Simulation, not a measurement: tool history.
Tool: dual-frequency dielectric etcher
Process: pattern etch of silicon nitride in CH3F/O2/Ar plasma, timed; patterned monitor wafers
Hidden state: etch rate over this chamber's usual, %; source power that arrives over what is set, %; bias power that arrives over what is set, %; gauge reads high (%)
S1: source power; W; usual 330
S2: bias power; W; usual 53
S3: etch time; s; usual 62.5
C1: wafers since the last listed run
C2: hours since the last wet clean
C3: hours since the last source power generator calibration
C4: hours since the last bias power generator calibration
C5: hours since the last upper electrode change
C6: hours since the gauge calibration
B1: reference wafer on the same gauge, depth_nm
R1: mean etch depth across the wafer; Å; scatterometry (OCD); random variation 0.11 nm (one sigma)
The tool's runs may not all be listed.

run 1 hour=0.0 | S1=330 S2=53 S3=54.5 | C1=0 C2=53.0 C3=3767.8 C4=1879.2 C5=4074.9 C6=1300.9 | B1=38.41 | R1=354.4
-- hour=89.1 source power generator calibrated
run 2 hour=93.6 | S1=330 S2=53 S3=54.5 | C1=1226 C2=146.6 C3=4.5 C4=1972.8 C5=4168.5 C6=1394.5 | B1=38.41 | R1=354.9
run 3 hour=113.8 | S1=330 S2=53 S3=62.5 | C1=276 C2=166.8 C3=24.7 C4=1993.0 C5=4188.7 C6=1414.7 | B1=38.41 | R1=407.8
run 4 hour=130.0 | S1=330 S2=53 S3=58.5 | C1=221 C2=183.0 C3=40.9 C4=2009.2 C5=4204.9 C6=1430.9 | B1=38.42 | R1=381.5
-- hour=133.9 gauge calibrated
run 5 hour=192.3 | S1=270 S2=53 S3=48.5 | C1=853 C2=245.3 C3=103.2 C4=2071.5 C5=4267.2 C6=58.4 | B1=38.41 | R1=277.5
run 6 hour=222.7 | S1=290 S2=46 S3=56.5 | C1=416 C2=275.7 C3=133.6 C4=2101.9 C5=4297.6 C6=88.8 | B1=38.38 | R1=321.9
-- hour=263.6 upper electrode replaced, of another model than before
run 7 hour=264.1 | S1=300 S2=47 S3=62.5 | C1=238 C2=317.1 C3=175.0 C4=2143.3 C5=0.5 C6=130.2 | B1=38.40 | R1=365.6
run 8 hour=269.1 | S1=280 S2=53 S3=62.5 | C1=68 C2=322.1 C3=180.0 C4=2148.3 C5=5.5 C6=135.2 | B1=38.41 | R1=381.8
run 9 hour=295.7 | S1=330 S2=63 S3=72.5 | C1=364 C2=348.7 C3=206.6 C4=2174.9 C5=32.1 C6=161.8 | B1=38.43 | R1=525.8
run 10 hour=314.7 | S1=370 S2=63 S3=62.5 | C1=260 C2=367.7 C3=225.6 C4=2193.9 C5=51.1 C6=180.8 | B1=38.42 | R1=478.1
run 11 hour=337.2 | S1=280 S2=57 S3=54.0 | C1=308 C2=390.2 C3=248.1 C4=2216.4 C5=73.6 C6=203.3 | B1=38.39 | R1=342.5
-- hour=377.1 wet clean of the chamber
run 12 hour=377.6 | S1=360 S2=66 S3=67.5 | C1=224 C2=0.5 C3=288.5 C4=2256.8 C5=114.0 C6=243.7 | B1=38.40 | R1=521.7
run 13 hour=383.1 | S1=370 S2=58 S3=62.5 | C1=75 C2=6.0 C3=294.0 C4=2262.3 C5=119.5 C6=249.2 | B1=38.39 | R1=456.5
run 14 hour=398.2 | S1=330 S2=42 S3=71.5 | C1=206 C2=21.1 C3=309.1 C4=2277.4 C5=134.6 C6=264.3 | B1=38.37 | R1=410.4
-- hour=417.4 bias power generator calibrated
run 15 hour=435.5 | S1=330 S2=53 S3=62.5 | C1=455 C2=58.4 C3=346.4 C4=18.1 C5=171.9 C6=301.6 | B1=38.41 | R1=400.0
run 16 hour=452.1 | S1=330 S2=53 S3=62.5 | C1=227 C2=75.0 C3=363.0 C4=34.7 C5=188.5 C6=318.2 | B1=38.41 | R1=401.9
run 17 hour=469.0 | S1=380 S2=53 S3=49.5 | C1=231 C2=91.9 C3=379.9 C4=51.6 C5=205.4 C6=335.1 | B1=38.38 | R1=340.9
run 18 hour=502.8 | S1=330 S2=53 S3=62.5 | C1=462 C2=125.7 C3=413.7 C4=85.4 C5=239.2 C6=368.9 | B1=38.41 | R1=404.1
run 19 hour=532.5 | S1=290 S2=58 S3=76.0 | C1=406 C2=155.4 C3=443.4 C4=115.1 C5=268.9 C6=398.6 | B1=38.41 | R1=483.2
run 20 hour=567.6 | S1=380 S2=44 S3=54.5 | C1=480 C2=190.5 C3=478.5 C4=150.2 C5=304.0 C6=433.7 | B1=38.37 | R1=337.9
run 21 hour=598.7 | S1=330 S2=53 S3=62.5 | C1=425 C2=221.6 C3=509.6 C4=181.3 C5=335.1 C6=464.8 | B1=38.40 | R1=404.0
run 22 hour=625.6 | S1=400 S2=58 S3=62.5 | C1=368 C2=248.5 C3=536.5 C4=208.2 C5=362.0 C6=491.7 | B1=38.36 | R1=465.9
run 23 hour=648.1 | S1=370 S2=62 S3=53.0 | C1=308 C2=271.0 C3=559.0 C4=230.7 C5=384.5 C6=514.2 | B1=38.40 | R1=393.0
run 24 hour=673.0 | S1=330 S2=57 S3=76.0 | C1=340 C2=295.9 C3=583.9 C4=255.6 C5=409.4 C6=539.1 | B1=38.40 | R1=513.4
run 25 hour=700.7 | S1=370 S2=53 S3=62.5 | C1=379 C2=323.6 C3=611.6 C4=283.3 C5=437.1 C6=566.8 | B1=38.42 | R1=427.9
run 26 hour=723.0 | S1=360 S2=53 S3=62.5 | C1=305 C2=345.9 C3=633.9 C4=305.6 C5=459.4 C6=589.1 | B1=38.37 | R1=422.7
run 27 hour=758.2 | S1=330 S2=56 S3=62.5 | C1=482 C2=381.1 C3=669.1 C4=340.8 C5=494.6 C6=624.3 | B1=38.43 | R1=418.0
run 28 hour=782.5 | S1=280 S2=53 S3=56.0 | C1=332 C2=405.4 C3=693.4 C4=365.1 C5=518.9 C6=648.6 | B1=38.39 | R1=335.0
-- hour=865.4 wet clean of the chamber
run 29 hour=888.9 | S1=330 S2=53 S3=62.5 | C1=1128 C2=23.5 C3=799.8 C4=471.5 C5=625.3 C6=755.0 | B1=38.40 | R1=407.0

The tool's hidden state at each run:
etch rate over this chamber's usual, %: 0 in every run
source power that arrives over what is set, %: 0 in every run
gauge reads high (%): 0 in every run
H1: bias power that arrives over what is set, %
run=1 H1=4.94
run=2 H1=4.98
run=3 H1=4.99
run=4 H1=4.99
run=5 H1=5.02
run=6 H1=5.03
run=7 H1=5.04
run=8 H1=5.04
run=9 H1=5.05
run=10 H1=5.06
run=11 H1=5.07
run=12 H1=5.08
run=13 H1=5.08
run=14 H1=5.08
run=15 H1=0.144
run=16 H1=0.267
run=17 H1=0.391
run=18 H1=0.628
run=19 H1=0.827
run=20 H1=1.05
run=21 H1=1.24
run=22 H1=1.4
run=23 H1=1.52
run=24 H1=1.66
run=25 H1=1.8
run=26 H1=1.91
run=27 H1=2.08
run=28 H1=2.2
run=29 H1=2.64
